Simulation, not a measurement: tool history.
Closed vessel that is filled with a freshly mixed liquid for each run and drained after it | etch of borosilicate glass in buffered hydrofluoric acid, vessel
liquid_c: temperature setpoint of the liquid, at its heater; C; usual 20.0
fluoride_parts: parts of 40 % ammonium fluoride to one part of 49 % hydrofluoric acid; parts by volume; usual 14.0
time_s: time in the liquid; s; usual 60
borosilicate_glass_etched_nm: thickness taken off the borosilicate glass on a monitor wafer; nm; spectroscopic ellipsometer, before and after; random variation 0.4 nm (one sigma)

run,day,liquid_c,fluoride_parts,time_s,"read-back film thickness of the borosilicate glass reference wafer, read on the same gauge (nm)",borosilicate_glass_etched_nm
1,0.000,20.0,14.0,60,140.02,41.41
2,0.521,20.0,14.0,60,139.98,40.91
3,0.950,20.0,14.0,60,140.02,40.99
4,1.696,20.0,14.0,60,140.03,41.35
5,1.962,20.0,14.0,60,140.03,40.57
6,2.292,20.0,14.0,60,140.03,41.85
# day 2.933: thermometer replaced
7,2.962,20.0,14.0,80,140.03,55.39
8,3.667,20.0,14.0,80,139.94,54.33
9,3.996,20.0,14.0,60,140.00,41.39
10,4.362,21.5,16.0,30,139.98,19.57
11,4.725,20.0,14.0,60,140.01,41.52
12,5.404,20.0,14.0,60,140.01,40.35
13,5.796,18.0,8.5,70,139.98,69.70
14,6.192,20.0,14.0,60,139.99,41.25
15,6.462,20.0,17.0,60,140.01,33.77
16,6.867,20.0,14.0,60,139.98,41.42
17,7.225,17.0,10.5,80,140.06,61.38
# day 7.517: gauge calibrated
18,7.875,22.5,17.0,30,139.98,18.99
19,8.267,23.5,8.5,90,139.96,122.43

The next listed run, before its measurement:
20,8.771,21.5,15.5,60,?,?

{"run 20": {"read-back film thickness of the borosilicate glass reference wafer, read on the same gauge (nm)": 139.99, "borosilicate_glass_etched_nm": 40.44}}
Without the tool's hidden state the same run would have given borosilicate_glass_etched_nm 46.56 nm.
